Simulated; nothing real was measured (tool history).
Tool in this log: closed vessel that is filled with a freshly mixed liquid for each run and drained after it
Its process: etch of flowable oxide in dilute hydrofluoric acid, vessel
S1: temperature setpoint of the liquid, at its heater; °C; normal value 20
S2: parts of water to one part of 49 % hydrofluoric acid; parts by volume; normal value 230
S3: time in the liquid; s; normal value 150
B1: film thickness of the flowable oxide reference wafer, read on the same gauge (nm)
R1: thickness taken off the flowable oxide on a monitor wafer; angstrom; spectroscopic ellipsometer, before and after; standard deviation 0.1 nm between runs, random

run 1 hour=0 | S1=20 S2=230 S3=150 | B1=39.97 | R1=110.9
-- hour=17.3 gauge calibrated
run 2 hour=99.7 | S1=20 S2=290 S3=90 | B1=40.02 | R1=49.9
run 3 hour=181.7 | S1=20 S2=290 S3=90 | B1=40.02 | R1=49.5
run 4 hour=451.6 | S1=20 S2=290 S3=90 | B1=40.01 | R1=50.1
run 5 hour=542.6 | S1=23.5 S2=230 S3=150 | B1=40.01 | R1=126.4
run 6 hour=634.7 | S1=23.5 S2=230 S3=150 | B1=40.04 | R1=123.9
run 7 hour=680.5 | S1=23.5 S2=230 S3=150 | B1=39.98 | R1=125.2
run 8 hour=749.4 | S1=20 S2=155 S3=150 | B1=40.01 | R1=174
run 9 hour=794.9 | S1=17 S2=280 S3=150 | B1=40.01 | R1=78.1
-- hour=862.6 thermometer replaced
run 10 hour=1096.3 | S1=23 S2=145 S3=75 | B1=39.93 | R1=109.9
-- hour=1285.1 hydrofluoric acid flow meter replaced
run 11 hour=1341.6 | S1=20 S2=230 S3=70 | B1=39.99 | R1=52.7
-- hour=1418.4 gauge calibrated
run 12 hour=1431.4 | S1=17.5 S2=150 S3=150 | B1=39.98 | R1=169.1
run 13 hour=1494.3 | S1=20 S2=230 S3=150 | B1=40.02 | R1=111.4
run 14 hour=1569.6 | S1=20 S2=295 S3=150 | B1=39.99 | R1=82.9
run 15 hour=1606.6 | S1=20 S2=230 S3=150 | B1=40.03 | R1=113
run 16 hour=1707.4 | S1=18 S2=185 S3=225 | B1=39.99 | R1=200.8
run 17 hour=1774.2 | S1=17 S2=160 S3=215 | B1=39.98 | R1=220.7

How would selected steps in R1 from run to run divide? Give the signed amount a tool lacking its hidden state would still show from settings, what came in and random variation, and the signed amount left for the hidden state, including any gauge scatter that is not in both of the compared results.
Hidden state present: liquid colder than its thermometer reads (K); hydrofluoric acid flow below the setpoint (%); gauge reads high (%).
Run 8 -> 9: S1 20 -> 17, S2 155 -> 280. R1 -95.9 angstrom: hidden state +4.5, all else -100.4.
Run 11 -> 12: S1 20 -> 17.5, S2 230 -> 150, S3 70 -> 150, gauge calibrated. R1 +116.4 angstrom: hidden state -2.1, all else +118.5.

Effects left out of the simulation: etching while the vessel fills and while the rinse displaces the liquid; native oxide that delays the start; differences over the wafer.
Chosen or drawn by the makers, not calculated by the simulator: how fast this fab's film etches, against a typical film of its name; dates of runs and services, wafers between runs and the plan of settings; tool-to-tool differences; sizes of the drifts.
